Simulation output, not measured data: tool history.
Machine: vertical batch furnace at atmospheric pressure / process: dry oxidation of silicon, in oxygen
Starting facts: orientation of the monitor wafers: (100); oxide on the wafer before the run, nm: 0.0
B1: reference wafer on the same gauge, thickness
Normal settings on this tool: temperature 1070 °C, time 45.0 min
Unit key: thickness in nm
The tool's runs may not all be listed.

Run 1, day 0.000: usual settings; B1 80.61. Result: thickness 73.43 nm.
Run 2, day 1.100: usual settings; B1 80.61. Result: thickness 73.51 nm.
Run 3, day 1.792: usual settings; B1 80.58. Result: thickness 73.45 nm.
Run 4, day 2.646: usual settings; B1 80.62. Result: thickness 73.44 nm.
Run 5, day 3.746: usual settings; B1 80.61. Result: thickness 73.33 nm.
Run 6, day 4.392: usual settings; B1 80.60. Result: thickness 73.37 nm.
Run 7, day 5.154: usual settings but temperature 1083 °C; B1 80.61. Result: thickness 81.10 nm.
Run 8, day 6.388: usual settings but temperature 1083 °C; B1 80.63. Result: thickness 81.15 nm.
Run 9, day 7.462: usual settings but temperature 1083 °C; B1 80.57. Result: thickness 81.03 nm.
Run 10, day 8.475: usual settings but temperature 1056 °C, time 58.5 min; B1 80.65. Result: thickness 77.71 nm.
Run 11, day 8.996: usual settings but temperature 1056 °C, time 58.5 min; B1 80.60. Result: thickness 77.67 nm.
Run 12, day 9.542: usual settings but temperature 1056 °C, time 58.5 min; B1 80.59. Result: thickness 77.81 nm.
Run 13, day 10.225: usual settings but temperature 1060 °C, time 29.0 min; B1 80.61. Result: thickness 51.82 nm.
Run 14, day 11.017: usual settings but temperature 1060 °C, time 29.0 min; B1 80.57. Result: thickness 51.80 nm.
Run 15, day 12.167: usual settings; B1 80.61. Result: thickness 73.45 nm.
Run 16, day 13.192: usual settings; B1 80.61. Result: thickness 73.50 nm.
Run 17, day 13.838: usual settings; B1 80.58. Result: thickness 73.55 nm.
Run 18, day 15.092: usual settings but temperature 1060 °C; B1 80.60. Result: thickness 68.03 nm.
At day 16.742: boat lift adjusted.
Run 19, day 17.083: usual settings; B1 80.59. Result: thickness 73.56 nm.
Run 20, day 17.754: usual settings; B1 80.62. Result: thickness 73.38 nm.
Run 21, day 19.067: usual settings but temperature 1056 °C, time 58.5 min; B1 80.60. Result: thickness 77.80 nm.
Run 22, day 20.383: usual settings but time 51.0 min; B1 80.56. Result: thickness 79.54 nm.
Run 23, day 20.917: usual settings but temperature 1091 °C; B1 80.66. Result: thickness 86.16 nm.
Run 24, day 22.171: usual settings; B1 80.59. Result: thickness 73.72 nm.
At day 22.642: gauge calibrated.
Run 25, day 23.612: usual settings but temperature 1057 °C, time 34.0 min; B1 80.60. Result: thickness 55.87 nm.
Run 26, day 24.233: usual settings but time 29.0 min; B1 80.64. Result: thickness 56.10 nm.
Run 27, day 25.254: usual settings but temperature 1060 °C, time 58.0 min; B1 80.63. Result: thickness 79.57 nm.
Run 28, day 25.908: usual settings but temperature 1052 °C, time 36.5 min; B1 80.58. Result: thickness 55.89 nm.
At day 27.350: thermocouples replaced and temperature profile calibrated.
Run 29, day 27.371: usual settings but temperature 1091 °C; B1 80.59. Result: thickness 82.84 nm.
Run 30, day 27.879: usual settings; B1 80.58. Result: thickness 70.56 nm.
Run 31, day 28.967: usual settings but temperature 1059 °C, time 51.5 min; B1 80.59. Result: thickness 70.32 nm.
Run 32, day 29.692: usual settings but temperature 1079 °C, time 27.5 min; B1 80.57. Result: thickness 55.90 nm.
Run 33, day 30.775: usual settings but temperature 1058 °C, time 56.0 min; B1 80.59. Result: thickness 73.74 nm.
Run 34, day 31.458: usual settings but temperature 1091 °C, time 33.0 min; B1 80.60. Result: thickness 68.85 nm.
Run 35, day 32.262: usual settings but temperature 1055 °C; B1 80.63. Result: thickness 62.53 nm.
Run 36, day 33.608: usual settings but time 37.0 min; B1 80.58. Result: thickness 62.84 nm.
Run 37, day 34.354: usual settings; B1 80.58. Result: thickness 70.74 nm.
Run 38, day 35.650: usual settings but temperature 1056 °C, time 64.5 min; B1 80.65. Result: thickness 79.45 nm.

Per-run results on a tool with no hidden state, each run keeping its own random variation:
Unlogged tool condition in this case: true tube temperature minus thermocouple reading, K; monitor wafer colder than the profiled boat position, K; gauge reads high (%).
run  thickness
  1      70.39
  2      70.47
  3      70.41
  4      70.40
  5      70.29
  6      70.32
  7      77.81
  8      77.86
  9      77.74
 10      74.36
 11      74.32
 12      74.45
 13      49.59
 14      49.58
 15      70.38
 16      70.43
 17      70.48
 18      65.10
 19      70.49
 20      70.31
 21      74.42
 22      76.22
 23      82.81
 24      70.63
 25      53.43
 26      53.73
 27      76.15
 28      53.41
 29      82.82
 30      70.52
 31      70.23
 32      55.81
 33      73.56
 34      68.67
 35      62.31
 36      62.59
 37      70.43
 38      79.03
